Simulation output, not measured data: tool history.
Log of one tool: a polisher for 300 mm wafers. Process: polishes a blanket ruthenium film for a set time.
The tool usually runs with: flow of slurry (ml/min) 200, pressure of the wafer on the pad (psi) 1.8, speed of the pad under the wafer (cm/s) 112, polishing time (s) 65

| run | hour | flow of slurry (ml/min) | pressure of the wafer on the pad (psi) | speed of the pad under the wafer (cm/s) | polishing time (s) | incoming thickness of the incoming film, nm | film removed (angstrom) |
|---|---|---|---|---|---|---|---|
| 1 | 0.0 | 200 | 1.8 | 112 | 65 | 330.1 | 779 |
|  | 75.0 | worn pad replaced by a new one |
| 2 | 99.1 | 200 | 1.8 | 112 | 65 | 333.1 | 841 |
| 3 | 156.4 | 200 | 1.8 | 112 | 65 | 330.9 | 819 |
| 4 | 250.6 | 200 | 1.8 | 112 | 65 | 330.7 | 817 |
| 5 | 296.5 | 200 | 1.8 | 112 | 65 | 325.7 | 819 |
| 6 | 384.8 | 200 | 1.8 | 112 | 65 | 328.9 | 828 |
|  | 490.5 | head pressure recalibrated |
|  | 515.9 | slurry nozzle cleaned |
| 7 | 529.9 | 200 | 1.8 | 112 | 65 | 327.2 | 749 |
|  | 622.4 | worn pad replaced by a new one |
| 8 | 645.0 | 200 | 1.8 | 112 | 65 | 328.4 | 799 |
| 9 | 716.4 | 200 | 1.8 | 112 | 65 | 336.7 | 795 |
| 10 | 819.0 | 250 | 1.8 | 132 | 65 | 336.8 | 950 |
| 11 | 874.8 | 250 | 1.8 | 132 | 65 | 329.5 | 946 |
| 12 | 961.5 | 250 | 1.8 | 112 | 65 | 329.2 | 805 |
|  | 990.8 | slurry nozzle cleaned |
| 13 | 1006.8 | 250 | 1.8 | 112 | 65 | 329.6 | 799 |
| 14 | 1055.1 | 200 | 2.1 | 112 | 65 | 333.4 | 931 |
| 15 | 1102.1 | 200 | 1.4 | 122 | 65 | 335.4 | 669 |
| 16 | 1166.9 | 200 | 1.4 | 122 | 65 | 325.0 | 678 |
|  | 1214.6 | worn pad replaced by a new one |
| 17 | 1264.1 | 200 | 1.4 | 122 | 65 | 329.3 | 719 |
|  | 1460.7 | slurry nozzle cleaned |
|  | 1461.7 | head pressure recalibrated |
| 18 | 1495.6 | 200 | 1.6 | 112 | 52 | 332.3 | 542 |
|  | 1701.7 | worn pad replaced by a new one |
| 19 | 1759.8 | 200 | 1.8 | 112 | 65 | 332.1 | 811 |
| 20 | 1808.4 | 200 | 1.8 | 112 | 65 | 328.2 | 798 |
| 21 | 1875.8 | 175 | 1.3 | 112 | 71 | 327.3 | 627 |
| 22 | 1913.5 | 200 | 1.8 | 98 | 65 | 330.6 | 696 |
| 23 | 1960.2 | 200 | 1.8 | 112 | 65 | 330.1 | 806 |
|  | 1972.4 | slurry nozzle cleaned |
| 24 | 2041.3 | 200 | 1.8 | 112 | 81 | 325.5 | 1007 |
| 25 | 2101.4 | 150 | 1.6 | 76 | 65 | 326.0 | 471 |
| 26 | 2205.9 | 135 | 1.3 | 82 | 65 | 329.4 | 410 |
|  | 2242.5 | worn pad replaced by a new one |
| 27 | 2263.9 | 200 | 1.3 | 144 | 65 | 330.4 | 812 |
| 28 | 2313.5 | 200 | 2.1 | 112 | 65 | 326.6 | 1020 |
|  | 2358.3 | head pressure recalibrated |
| 29 | 2366.8 | 175 | 1.8 | 112 | 84 | 334.9 | 1034 |
| 30 | 2471.4 | 245 | 1.8 | 152 | 78 | 328.2 | 1315 |
| 31 | 2512.1 | 200 | 1.8 | 112 | 65 | 336.4 | 805 |
|  | 2537.9 | slurry nozzle cleaned |
| 32 | 2611.6 | 175 | 1.8 | 112 | 84 | 325.6 | 1031 |
| 33 | 2706.6 | 180 | 1.6 | 92 | 47 | 334.6 | 422 |
|  | 2727.7 | worn pad replaced by a new one |
| 34 | 2755.6 | 200 | 1.8 | 146 | 78 | 331.3 | 1349 |

The logged runs with the hidden state left out (each run's random variation unchanged):
Hidden state at play: removal rate lost through wear of the pad, %; slurry flow missing at the pad, %; deviation of the head's pressure from its setpoint, %.
| run | film removed (angstrom) |
|---|---|
| 1 | 804 |
| 2 | 810 |
| 3 | 797 |
| 4 | 801 |
| 5 | 804 |
| 6 | 810 |
| 7 | 802 |
| 8 | 798 |
| 9 | 803 |
| 10 | 964 |
| 11 | 961 |
| 12 | 815 |
| 13 | 806 |
| 14 | 936 |
| 15 | 670 |
| 16 | 675 |
| 17 | 673 |
| 18 | 569 |
| 19 | 800 |
| 20 | 792 |
| 21 | 625 |
| 22 | 695 |
| 23 | 804 |
| 24 | 1002 |
| 25 | 466 |
| 26 | 403 |
| 27 | 744 |
| 28 | 943 |
| 29 | 1037 |
| 30 | 1324 |
| 31 | 809 |
| 32 | 1033 |
| 33 | 420 |
| 34 | 1268 |
